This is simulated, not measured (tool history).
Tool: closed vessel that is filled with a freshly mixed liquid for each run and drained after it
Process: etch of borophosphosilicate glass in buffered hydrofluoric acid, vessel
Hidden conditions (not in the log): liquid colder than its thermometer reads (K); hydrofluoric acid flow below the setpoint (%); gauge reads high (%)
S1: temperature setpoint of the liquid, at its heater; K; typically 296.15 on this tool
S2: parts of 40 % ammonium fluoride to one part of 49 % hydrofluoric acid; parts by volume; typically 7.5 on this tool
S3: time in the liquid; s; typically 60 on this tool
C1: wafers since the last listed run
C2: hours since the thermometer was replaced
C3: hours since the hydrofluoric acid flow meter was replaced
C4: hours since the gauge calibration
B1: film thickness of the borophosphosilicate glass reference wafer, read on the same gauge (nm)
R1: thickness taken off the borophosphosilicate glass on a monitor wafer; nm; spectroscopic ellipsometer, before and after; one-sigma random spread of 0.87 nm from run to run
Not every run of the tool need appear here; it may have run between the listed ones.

Run 1, hour 0.0: usual settings but S1 298.65 K; C1 0; C2 677.3; C3 85.1; C4 383.8; B1 119.99. Result: R1 152.62 nm.
Run 2, hour 26.9: usual settings; C1 3577; C2 704.2; C3 112.0; C4 410.7; B1 119.99. Result: R1 134.25 nm.
Run 3, hour 62.7: usual settings but S1 294.65 K; C1 4761; C2 740.0; C3 147.8; C4 446.5; B1 120.00. Result: R1 121.81 nm.
Run 4, hour 79.0: usual settings but S1 294.65 K; C1 2167; C2 756.3; C3 164.1; C4 462.8; B1 120.02. Result: R1 122.44 nm.
Run 5, hour 93.6: usual settings; C1 1941; C2 770.9; C3 178.7; C4 477.4; B1 120.00. Result: R1 134.93 nm.
Run 6, hour 119.6: usual settings; C1 3457; C2 796.9; C3 204.7; C4 503.4; B1 120.00. Result: R1 134.73 nm.
Run 7, hour 137.5: usual settings; C1 2380; C2 814.8; C3 222.6; C4 521.3; B1 119.97. Result: R1 133.64 nm.
Run 8, hour 170.0: usual settings; C1 4322; C2 847.3; C3 255.1; C4 553.8; B1 119.99. Result: R1 133.69 nm.
Run 9, hour 188.8: usual settings; C1 2500; C2 866.1; C3 273.9; C4 572.6; B1 120.00. Result: R1 132.74 nm.
Run 10, hour 204.3: usual settings; C1 2061; C2 881.6; C3 289.4; C4 588.1; B1 120.03. Result: R1 133.54 nm.
Run 11, hour 237.6: usual settings but S1 300.65 K; C1 4428; C2 914.9; C3 322.7; C4 621.4; B1 120.00. Result: R1 170.65 nm.
At hour 289.5: hydrofluoric acid flow meter replaced.
Run 12, hour 322.4: usual settings; C1 11145; C2 999.7; C3 32.9; C4 706.2; B1 120.00. Result: R1 133.81 nm.
At hour 346.2: gauge calibrated.
Run 13, hour 357.2: usual settings but S1 299.15 K, S2 6.5 parts by volume; C1 4628; C2 1034.5; C3 67.7; C4 11.0; B1 120.00. Result: R1 177.41 nm.
Run 14, hour 379.5: usual settings but S2 10.0 parts by volume, S3 90 s; C1 2965; C2 1056.8; C3 90.0; C4 33.3; B1 120.01. Result: R1 152.08 nm.
Run 15, hour 411.1: usual settings but S1 293.15 K, S2 10.0 parts by volume; C1 4202; C2 1088.4; C3 121.6; C4 64.9; B1 120.00. Result: R1 85.26 nm.
At hour 424.7: thermometer replaced.
Run 16, hour 500.9: usual settings but S2 9.0 parts by volume; C1 11810; C2 76.2; C3 211.4; C4 154.7; B1 119.99. Result: R1 110.11 nm.
Run 17, hour 519.2: usual settings but S1 300.15 K, S2 9.5 parts by volume; C1 2433; C2 94.5; C3 229.7; C4 173.0; B1 120.00. Result: R1 130.78 nm.
Run 18, hour 533.1: usual settings; C1 1848; C2 108.4; C3 243.6; C4 186.9; B1 119.99. Result: R1 133.25 nm.
Run 19, hour 592.4: usual settings but S1 293.15 K, S2 6.0 parts by volume, S3 85 s; C1 7886; C2 167.7; C3 302.9; C4 246.2; B1 120.01. Result: R1 198.22 nm.
Run 20, hour 612.3: usual settings but S3 70 s; C1 2646; C2 187.6; C3 322.8; C4 266.1; B1 119.99. Result: R1 154.76 nm.

Hidden condition of the tool, last listed run before each entry between runs versus first listed run after:
From run 11 to run 12: hydrofluoric acid flow meter replaced (hour 289.5)
  the hidden state is the same at both runs
From run 12 to run 13: gauge calibrated (hour 346.2)
  the hidden state is the same at both runs
From run 15 to run 16: thermometer replaced (hour 424.7)
  the hidden state is the same at both runs
